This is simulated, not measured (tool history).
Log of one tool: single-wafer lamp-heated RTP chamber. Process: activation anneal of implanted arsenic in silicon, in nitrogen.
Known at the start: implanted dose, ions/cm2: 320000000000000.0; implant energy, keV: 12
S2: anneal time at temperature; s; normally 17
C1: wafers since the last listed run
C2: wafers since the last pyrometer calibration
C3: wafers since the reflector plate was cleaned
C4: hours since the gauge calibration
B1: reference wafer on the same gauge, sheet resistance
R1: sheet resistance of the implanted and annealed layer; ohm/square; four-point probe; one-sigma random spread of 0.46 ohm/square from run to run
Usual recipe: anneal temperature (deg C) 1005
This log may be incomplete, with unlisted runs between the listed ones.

run 1 hour=0 | anneal_temperature_(deg_C)=1005 S2=17 | C1=0 C2=2379 C3=4391 C4=494.8 | B1=339.01 | R1=307.42
run 2 hour=104.9 | anneal_temperature_(deg_C)=1005 S2=17 | C1=2138 C2=4517 C3=6530 C4=599.7 | B1=338.91 | R1=307.75
run 3 hour=168.3 | anneal_temperature_(deg_C)=1005 S2=17 | C1=1292 C2=5810 C3=7822 C4=663.1 | B1=338.99 | R1=307.01
run 4 hour=208.5 | anneal_temperature_(deg_C)=1005 S2=17 | C1=819 C2=6630 C3=8642 C4=703.3 | B1=339.05 | R1=306.16
run 5 hour=286.7 | anneal_temperature_(deg_C)=1005 S2=17 | C1=1594 C2=8224 C3=10236 C4=781.5 | B1=339.02 | R1=305.88
-- hour=306.6 pyrometer window cleaned and pyrometer calibrated
-- hour=364.6 reflector plate cleaned
run 6 hour=371.2 | anneal_temperature_(deg_C)=1005 S2=17 | C1=1396 C2=1155 C3=134 C4=866 | B1=339.11 | R1=308.17
run 7 hour=445.8 | anneal_temperature_(deg_C)=1005 S2=17 | C1=1521 C2=2676 C3=1655 C4=940.6 | B1=339.02 | R1=306.97
run 8 hour=549.4 | anneal_temperature_(deg_C)=1005 S2=17 | C1=2112 C2=4788 C3=3767 C4=1044.2 | B1=339.02 | R1=307.19
-- hour=565.5 gauge calibrated
run 9 hour=647.6 | anneal_temperature_(deg_C)=1005 S2=14 | C1=2002 C2=6790 C3=5769 C4=82.1 | B1=339.04 | R1=307.22
run 10 hour=700.3 | anneal_temperature_(deg_C)=1029 S2=26 | C1=1074 C2=7865 C3=6844 C4=134.8 | B1=339.07 | R1=295.79
-- hour=726.5 pyrometer window cleaned and pyrometer calibrated
run 11 hour=788 | anneal_temperature_(deg_C)=1018 S2=22 | C1=1625 C2=1253 C3=8469 C4=222.5 | B1=339.13 | R1=303.56
-- hour=814.8 reflector plate cleaned
run 12 hour=847.7 | anneal_temperature_(deg_C)=1020 S2=17 | C1=1054 C2=2308 C3=670 C4=282.2 | B1=339.04 | R1=304.19
run 13 hour=891.9 | anneal_temperature_(deg_C)=992 S2=14 | C1=901 C2=3209 C3=1572 C4=326.4 | B1=338.95 | R1=311.2
run 14 hour=957.5 | anneal_temperature_(deg_C)=1005 S2=17 | C1=1337 C2=4546 C3=2909 C4=392 | B1=339.12 | R1=307.08
run 15 hour=1049.1 | anneal_temperature_(deg_C)=1023 S2=17 | C1=1867 C2=6414 C3=4777 C4=483.6 | B1=339.04 | R1=302.89
run 16 hour=1086.1 | anneal_temperature_(deg_C)=1030 S2=21 | C1=754 C2=7168 C3=5531 C4=520.6 | B1=339.05 | R1=298.08
-- hour=1126.7 pyrometer window cleaned and pyrometer calibrated
run 17 hour=1187.2 | anneal_temperature_(deg_C)=1005 S2=17 | C1=1898 C2=1234 C3=7430 C4=621.7 | B1=339.11 | R1=308.01

Pick out some run-to-run changes in R1. Of each, how much would a tool without hidden state show as well, from the settings, what came in and chance, and how much is left for the hidden state and any gauge scatter not in both results compared?
Hidden conditions of the tool in this case: true wafer temperature minus pyrometer reading, K; wafer temperature error from the tarnished reflector plate, K; gauge reads high (%).
Run 9 -> 10: anneal temperature (deg C) 1005 -> 1029, S2 14 -> 26. R1 -11.43 ohm/square: hidden state -1.86, all else -9.57.
Run 10 -> 11: anneal temperature (deg C) 1029 -> 1018, S2 26 -> 22, pyrometer window cleaned and pyrometer calibrated. R1 +7.77 ohm/square: hidden state +3.16, all else +4.61.
